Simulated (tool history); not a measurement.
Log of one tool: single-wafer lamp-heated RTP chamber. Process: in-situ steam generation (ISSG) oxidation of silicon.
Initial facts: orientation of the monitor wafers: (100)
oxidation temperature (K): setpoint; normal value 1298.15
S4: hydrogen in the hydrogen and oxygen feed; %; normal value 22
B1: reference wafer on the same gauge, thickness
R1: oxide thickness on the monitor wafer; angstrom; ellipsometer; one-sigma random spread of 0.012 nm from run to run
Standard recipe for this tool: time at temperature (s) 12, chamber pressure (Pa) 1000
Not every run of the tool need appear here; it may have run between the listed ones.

{"run": 1, "hour": 0.0, "oxidation temperature (K)": 1298.15, "time at temperature (s)": 12, "chamber pressure (Pa)": 1000, "S4": 22, "B1": 4.391, "R1": 49.14}
{"run": 2, "hour": 101.5, "oxidation temperature (K)": 1298.15, "time at temperature (s)": 12, "chamber pressure (Pa)": 1000, "S4": 22, "B1": 4.39, "R1": 49.31}
{"run": 3, "hour": 189.8, "oxidation temperature (K)": 1298.15, "time at temperature (s)": 12, "chamber pressure (Pa)": 1000, "S4": 22, "B1": 4.39, "R1": 48.9}
{"run": 4, "hour": 271.1, "oxidation temperature (K)": 1298.15, "time at temperature (s)": 12, "chamber pressure (Pa)": 1000, "S4": 22, "B1": 4.39, "R1": 49.32}
{"run": 5, "hour": 321.4, "oxidation temperature (K)": 1298.15, "time at temperature (s)": 11, "chamber pressure (Pa)": 920, "S4": 22, "B1": 4.391, "R1": 47.23}
{"run": 6, "hour": 385.4, "oxidation temperature (K)": 1298.15, "time at temperature (s)": 11, "chamber pressure (Pa)": 920, "S4": 22, "B1": 4.395, "R1": 47.15}
{"run": 7, "hour": 482.6, "oxidation temperature (K)": 1298.15, "time at temperature (s)": 11, "chamber pressure (Pa)": 920, "S4": 22, "B1": 4.388, "R1": 47.59}
{"run": 8, "hour": 556.7, "oxidation temperature (K)": 1298.15, "time at temperature (s)": 12, "chamber pressure (Pa)": 1000, "S4": 22, "B1": 4.39, "R1": 49.9}
{"hour": 577.2, "done": "pyrometer window cleaned and pyrometer calibrated"}
{"run": 9, "hour": 650.5, "oxidation temperature (K)": 1298.15, "time at temperature (s)": 12, "chamber pressure (Pa)": 1000, "S4": 22, "B1": 4.392, "R1": 49.07}
{"run": 10, "hour": 698.1, "oxidation temperature (K)": 1298.15, "time at temperature (s)": 12, "chamber pressure (Pa)": 1000, "S4": 22, "B1": 4.389, "R1": 48.97}
{"run": 11, "hour": 768.2, "oxidation temperature (K)": 1298.15, "time at temperature (s)": 13, "chamber pressure (Pa)": 920, "S4": 22, "B1": 4.389, "R1": 50.53}
{"run": 12, "hour": 853.3, "oxidation temperature (K)": 1298.15, "time at temperature (s)": 9, "chamber pressure (Pa)": 1000, "S4": 22, "B1": 4.392, "R1": 43.27}
{"run": 13, "hour": 935.7, "oxidation temperature (K)": 1284.15, "time at temperature (s)": 12, "chamber pressure (Pa)": 1147, "S4": 22, "B1": 4.389, "R1": 46.36}
{"hour": 950.9, "done": "hydrogen flow controller replaced"}
{"run": 14, "hour": 986.8, "oxidation temperature (K)": 1306.15, "time at temperature (s)": 12, "chamber pressure (Pa)": 1187, "S4": 13, "B1": 4.392, "R1": 44.89}
{"run": 15, "hour": 1087.6, "oxidation temperature (K)": 1313.15, "time at temperature (s)": 12, "chamber pressure (Pa)": 1000, "S4": 31, "B1": 4.391, "R1": 58.23}
{"run": 16, "hour": 1201.4, "oxidation temperature (K)": 1305.15, "time at temperature (s)": 10, "chamber pressure (Pa)": 1000, "S4": 29, "B1": 4.39, "R1": 50.84}
{"run": 17, "hour": 1278.8, "oxidation temperature (K)": 1308.15, "time at temperature (s)": 12, "chamber pressure (Pa)": 1000, "S4": 22, "B1": 4.391, "R1": 52.13}
{"run": 18, "hour": 1342.6, "oxidation temperature (K)": 1298.15, "time at temperature (s)": 12, "chamber pressure (Pa)": 1107, "S4": 22, "B1": 4.39, "R1": 50.13}
{"hour": 1382.9, "done": "pyrometer window cleaned and pyrometer calibrated"}
{"run": 19, "hour": 1419.1, "oxidation temperature (K)": 1298.15, "time at temperature (s)": 16, "chamber pressure (Pa)": 1000, "S4": 15, "B1": 4.389, "R1": 51.34}
{"run": 20, "hour": 1473.4, "oxidation temperature (K)": 1298.15, "time at temperature (s)": 12, "chamber pressure (Pa)": 1000, "S4": 22, "B1": 4.39, "R1": 49.32}
{"hour": 1507.5, "done": "pressure gauge zeroed"}
{"run": 21, "hour": 1541.5, "oxidation temperature (K)": 1305.15, "time at temperature (s)": 10, "chamber pressure (Pa)": 1093, "S4": 26, "B1": 4.388, "R1": 48.55}
{"run": 22, "hour": 1623.4, "oxidation temperature (K)": 1298.15, "time at temperature (s)": 8, "chamber pressure (Pa)": 920, "S4": 22, "B1": 4.388, "R1": 40.75}
{"hour": 1647.1, "done": "gauge calibrated"}
{"run": 23, "hour": 1699.5, "oxidation temperature (K)": 1313.15, "time at temperature (s)": 12, "chamber pressure (Pa)": 1000, "S4": 22, "B1": 4.387, "R1": 52.37}
{"run": 24, "hour": 1800.4, "oxidation temperature (K)": 1289.15, "time at temperature (s)": 10, "chamber pressure (Pa)": 920, "S4": 22, "B1": 4.387, "R1": 43.47}
{"run": 25, "hour": 1881.1, "oxidation temperature (K)": 1298.15, "time at temperature (s)": 9, "chamber pressure (Pa)": 920, "S4": 22, "B1": 4.39, "R1": 43.11}
{"run": 26, "hour": 2102.8, "oxidation temperature (K)": 1317.15, "time at temperature (s)": 9, "chamber pressure (Pa)": 1000, "S4": 22, "B1": 4.391, "R1": 47.08}
{"hour": 2181.0, "done": "pyrometer window cleaned and pyrometer calibrated"}
{"run": 27, "hour": 2181.5, "oxidation temperature (K)": 1298.15, "time at temperature (s)": 12, "chamber pressure (Pa)": 1067, "S4": 28, "B1": 4.386, "R1": 52.17}
{"run": 28, "hour": 2214.6, "oxidation temperature (K)": 1298.15, "time at temperature (s)": 12, "chamber pressure (Pa)": 1000, "S4": 22, "B1": 4.391, "R1": 48.94}
{"run": 29, "hour": 2303.6, "oxidation temperature (K)": 1298.15, "time at temperature (s)": 10, "chamber pressure (Pa)": 947, "S4": 22, "B1": 4.387, "R1": 44.78}
{"run": 30, "hour": 2379.1, "oxidation temperature (K)": 1298.15, "time at temperature (s)": 12, "chamber pressure (Pa)": 1000, "S4": 22, "B1": 4.393, "R1": 48.91}
{"run": 31, "hour": 2431.1, "oxidation temperature (K)": 1298.15, "time at temperature (s)": 12, "chamber pressure (Pa)": 1000, "S4": 25, "B1": 4.392, "R1": 50.84}

4 ways to go on from here, each from the tool as it stands after run 31. What would each give?
{"run": "A", "hour": 2431.6, "oxidation temperature (K)": 1298.15, "time at temperature (s)": 12, "chamber pressure (Pa)": 920, "S4": 22, "B1": "?", "R1": "?"}
{"run": "B", "hour": 2431.6, "oxidation temperature (K)": 1298.15, "time at temperature (s)": 15, "chamber pressure (Pa)": 1187, "S4": 22, "B1": "?", "R1": "?"}
{"run": "C", "hour": 2431.6, "oxidation temperature (K)": 1313.15, "time at temperature (s)": 8, "chamber pressure (Pa)": 920, "S4": 13, "B1": "?", "R1": "?"}
{"run": "D", "hour": 2431.6, "oxidation temperature (K)": 1308.15, "time at temperature (s)": 9, "chamber pressure (Pa)": 1093, "S4": 14, "B1": "?", "R1": "?"}

run=A B1=4.387 R1=48.74
run=B B1=4.387 R1=53.96
run=C B1=4.387 R1=37.38
run=D B1=4.387 R1=39.86
What these runs would have given with no unlogged condition in the tool:
run=A R1=48.63
run=B R1=53.84
run=C R1=37.3
run=D R1=39.77
